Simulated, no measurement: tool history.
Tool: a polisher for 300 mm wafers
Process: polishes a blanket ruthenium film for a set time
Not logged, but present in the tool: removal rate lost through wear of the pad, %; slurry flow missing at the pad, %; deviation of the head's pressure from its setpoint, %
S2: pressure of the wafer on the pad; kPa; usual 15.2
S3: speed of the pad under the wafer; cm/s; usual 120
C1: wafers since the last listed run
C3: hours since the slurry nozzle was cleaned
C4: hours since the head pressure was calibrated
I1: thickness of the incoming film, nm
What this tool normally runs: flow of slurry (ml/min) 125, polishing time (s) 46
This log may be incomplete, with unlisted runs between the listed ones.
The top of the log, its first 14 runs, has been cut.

{"run": 15, "hour": 346.0, "flow of slurry (ml/min)": 160, "S2": 15.2, "S3": 138, "polishing time (s)": 46, "C1": 183, "wafers polished on this pad": 751, "C3": 79.5, "C4": 1138.5, "I1": 371.2, "film removed (angstrom)": 953}
{"run": 16, "hour": 359.1, "flow of slurry (ml/min)": 165, "S2": 15.2, "S3": 140, "polishing time (s)": 53, "C1": 114, "wafers polished on this pad": 866, "C3": 92.6, "C4": 1151.6, "I1": 370.1, "film removed (angstrom)": 1119}
{"run": 17, "hour": 374.9, "flow of slurry (ml/min)": 150, "S2": 17.2, "S3": 120, "polishing time (s)": 36, "C1": 137, "wafers polished on this pad": 1003, "C3": 108.4, "C4": 1167.4, "I1": 363.5, "film removed (angstrom)": 693}
{"hour": 395.4, "done": "head pressure recalibrated"}
{"run": 18, "hour": 471.2, "flow of slurry (ml/min)": 140, "S2": 20.0, "S3": 120, "polishing time (s)": 46, "C1": 821, "wafers polished on this pad": 1825, "C3": 204.7, "C4": 75.8, "I1": 372.9, "film removed (angstrom)": 978}
{"run": 19, "hour": 488.2, "flow of slurry (ml/min)": 125, "S2": 15.2, "S3": 120, "polishing time (s)": 46, "C1": 148, "wafers polished on this pad": 1974, "C3": 221.7, "C4": 92.8, "I1": 368.0, "film removed (angstrom)": 762}
{"hour": 513.1, "done": "worn pad replaced by a new one"}
{"run": 20, "hour": 516.2, "flow of slurry (ml/min)": 125, "S2": 13.1, "S3": 106, "polishing time (s)": 46, "C1": 209, "wafers polished on this pad": 27, "C3": 249.7, "C4": 120.8, "I1": 371.0, "film removed (angstrom)": 631}
{"run": 21, "hour": 546.0, "flow of slurry (ml/min)": 110, "S2": 13.1, "S3": 134, "polishing time (s)": 59, "C1": 259, "wafers polished on this pad": 286, "C3": 279.5, "C4": 150.6, "I1": 367.9, "film removed (angstrom)": 1005}
{"run": 22, "hour": 573.9, "flow of slurry (ml/min)": 100, "S2": 10.3, "S3": 120, "polishing time (s)": 38, "C1": 243, "wafers polished on this pad": 530, "C3": 307.4, "C4": 178.5, "I1": 371.5, "film removed (angstrom)": 481}
{"run": 23, "hour": 593.8, "flow of slurry (ml/min)": 125, "S2": 18.6, "S3": 120, "polishing time (s)": 31, "C1": 173, "wafers polished on this pad": 703, "C3": 327.3, "C4": 198.4, "I1": 362.3, "film removed (angstrom)": 618}
{"run": 24, "hour": 613.4, "flow of slurry (ml/min)": 125, "S2": 15.2, "S3": 120, "polishing time (s)": 31, "C1": 170, "wafers polished on this pad": 874, "C3": 346.9, "C4": 218.0, "I1": 366.3, "film removed (angstrom)": 534}
{"run": 25, "hour": 626.5, "flow of slurry (ml/min)": 170, "S2": 17.2, "S3": 154, "polishing time (s)": 39, "C1": 114, "wafers polished on this pad": 988, "C3": 360.0, "C4": 231.1, "I1": 369.9, "film removed (angstrom)": 984}
{"run": 26, "hour": 650.8, "flow of slurry (ml/min)": 125, "S2": 15.2, "S3": 120, "polishing time (s)": 46, "C1": 211, "wafers polished on this pad": 1200, "C3": 384.3, "C4": 255.4, "I1": 371.0, "film removed (angstrom)": 789}
{"run": 27, "hour": 667.3, "flow of slurry (ml/min)": 110, "S2": 19.3, "S3": 120, "polishing time (s)": 32, "C1": 143, "wafers polished on this pad": 1344, "C3": 400.8, "C4": 271.9, "I1": 375.6, "film removed (angstrom)": 634}
{"run": 28, "hour": 680.3, "flow of slurry (ml/min)": 125, "S2": 15.2, "S3": 120, "polishing time (s)": 46, "C1": 113, "wafers polished on this pad": 1457, "C3": 413.8, "C4": 284.9, "I1": 366.8, "film removed (angstrom)": 783}
{"run": 29, "hour": 704.0, "flow of slurry (ml/min)": 145, "S2": 17.9, "S3": 120, "polishing time (s)": 53, "C1": 206, "wafers polished on this pad": 1664, "C3": 437.5, "C4": 308.6, "I1": 374.8, "film removed (angstrom)": 1029}
{"run": 30, "hour": 736.8, "flow of slurry (ml/min)": 125, "S2": 15.2, "S3": 98, "polishing time (s)": 46, "C1": 285, "wafers polished on this pad": 1950, "C3": 470.3, "C4": 341.4, "I1": 371.0, "film removed (angstrom)": 633}
{"run": 31, "hour": 771.5, "flow of slurry (ml/min)": 165, "S2": 18.6, "S3": 120, "polishing time (s)": 46, "C1": 302, "wafers polished on this pad": 2252, "C3": 505.0, "C4": 376.1, "I1": 366.9, "film removed (angstrom)": 920}
{"run": 32, "hour": 784.5, "flow of slurry (ml/min)": 145, "S2": 15.2, "S3": 120, "polishing time (s)": 46, "C1": 113, "wafers polished on this pad": 2365, "C3": 518.0, "C4": 389.1, "I1": 365.9, "film removed (angstrom)": 788}
{"hour": 793.8, "done": "worn pad replaced by a new one"}
{"hour": 813.9, "done": "slurry nozzle cleaned"}
{"run": 33, "hour": 819.0, "flow of slurry (ml/min)": 125, "S2": 15.2, "S3": 120, "polishing time (s)": 46, "C1": 257, "wafers polished on this pad": 210, "C3": 5.1, "C4": 423.6, "I1": 373.2, "film removed (angstrom)": 798}
{"run": 34, "hour": 836.4, "flow of slurry (ml/min)": 170, "S2": 15.2, "S3": 120, "polishing time (s)": 46, "C1": 151, "wafers polished on this pad": 362, "C3": 22.5, "C4": 441.0, "I1": 367.9, "film removed (angstrom)": 835}
{"run": 35, "hour": 862.7, "flow of slurry (ml/min)": 125, "S2": 15.2, "S3": 120, "polishing time (s)": 46, "C1": 229, "wafers polished on this pad": 591, "C3": 48.8, "C4": 467.3, "I1": 374.5, "film removed (angstrom)": 794}
{"run": 36, "hour": 878.2, "flow of slurry (ml/min)": 125, "S2": 11.7, "S3": 84, "polishing time (s)": 46, "C1": 135, "wafers polished on this pad": 726, "C3": 64.3, "C4": 482.8, "I1": 368.5, "film removed (angstrom)": 462}

Each row is a separate what-if for the run after 36, all from the same tool condition, not one after another. Results?
{"run": "A", "hour": 878.6, "flow of slurry (ml/min)": 125, "S2": 15.2, "S3": 130, "polishing time (s)": 46, "C1": 3, "wafers polished on this pad": 730, "C3": 64.7, "C4": 483.2, "I1": 363.7, "film removed (angstrom)": "?"}
{"run": "B", "hour": 878.6, "flow of slurry (ml/min)": 125, "S2": 15.2, "S3": 120, "polishing time (s)": 35, "C1": 3, "wafers polished on this pad": 730, "C3": 64.7, "C4": 483.2, "I1": 363.7, "film removed (angstrom)": "?"}
{"run": "C", "hour": 878.6, "flow of slurry (ml/min)": 125, "S2": 13.8, "S3": 120, "polishing time (s)": 46, "C1": 3, "wafers polished on this pad": 730, "C3": 64.7, "C4": 483.2, "I1": 363.7, "film removed (angstrom)": "?"}
{"run": "D", "hour": 878.6, "flow of slurry (ml/min)": 125, "S2": 19.3, "S3": 96, "polishing time (s)": 46, "C1": 3, "wafers polished on this pad": 730, "C3": 64.7, "C4": 483.2, "I1": 363.7, "film removed (angstrom)": "?"}
{"run": "E", "hour": 878.6, "flow of slurry (ml/min)": 125, "S2": 15.2, "S3": 96, "polishing time (s)": 30, "C1": 3, "wafers polished on this pad": 730, "C3": 64.7, "C4": 483.2, "I1": 363.7, "film removed (angstrom)": "?"}

run=A film_removed_(angstrom)=865
run=B film_removed_(angstrom)=608
run=C film_removed_(angstrom)=748
run=D film_removed_(angstrom)=762
run=E film_removed_(angstrom)=417
Without the tool's hidden state the same runs would have given:
run=A film_removed_(angstrom)=869
run=B film_removed_(angstrom)=610
run=C film_removed_(angstrom)=751
run=D film_removed_(angstrom)=765
run=E film_removed_(angstrom)=419
